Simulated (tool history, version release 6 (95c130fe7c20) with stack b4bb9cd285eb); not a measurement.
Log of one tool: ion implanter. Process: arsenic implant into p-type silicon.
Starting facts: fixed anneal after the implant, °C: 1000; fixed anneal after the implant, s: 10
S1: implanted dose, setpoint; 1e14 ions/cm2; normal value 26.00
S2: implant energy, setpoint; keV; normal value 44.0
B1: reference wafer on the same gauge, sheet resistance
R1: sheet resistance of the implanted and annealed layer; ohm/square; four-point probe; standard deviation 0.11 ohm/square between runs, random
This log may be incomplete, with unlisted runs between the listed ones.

run	hour	S1	S2	B1	R1
1	0.0	29.29	39.5	76.68	78.08
2	104.1	29.29	39.5	76.72	78.28
3	199.3	26.00	44.0	76.66	75.38
4	264.5	26.00	44.0	76.71	75.34
5	465.2	26.00	44.0	76.71	75.30
6	536.8	26.00	44.0	76.70	75.42
# hour 566.7: gauge calibrated
# hour 634.2: Faraday cup replaced and dose calibrated
7	634.7	26.00	44.0	76.70	75.80
8	696.5	26.00	31.5	76.72	89.67
9	802.1	23.58	36.0	76.71	85.18
10	890.7	23.06	32.5	76.72	89.71
11	956.4	31.57	44.0	76.69	73.25
# hour 1033.2: extraction supply calibrated
12	1060.2	26.00	44.0	76.70	75.55
13	1381.6	26.00	44.0	76.69	75.50
14	1475.4	32.61	32.5	76.70	85.80
15	1511.5	24.05	44.0	76.71	76.72

Forecast each of these 3 alternatives for the next run:
A	1511.9	26.00	35.0	?	?
B	1511.9	18.34	44.0	?	?
C	1511.9	30.00	37.0	?	?

run	B1	R1
A	76.70	85.15
B	76.70	82.07
C	76.70	81.20
With the hidden condition removed and each run's random variation left untouched, the same runs would have given:
run	R1
A	85.54
B	82.92
C	81.55
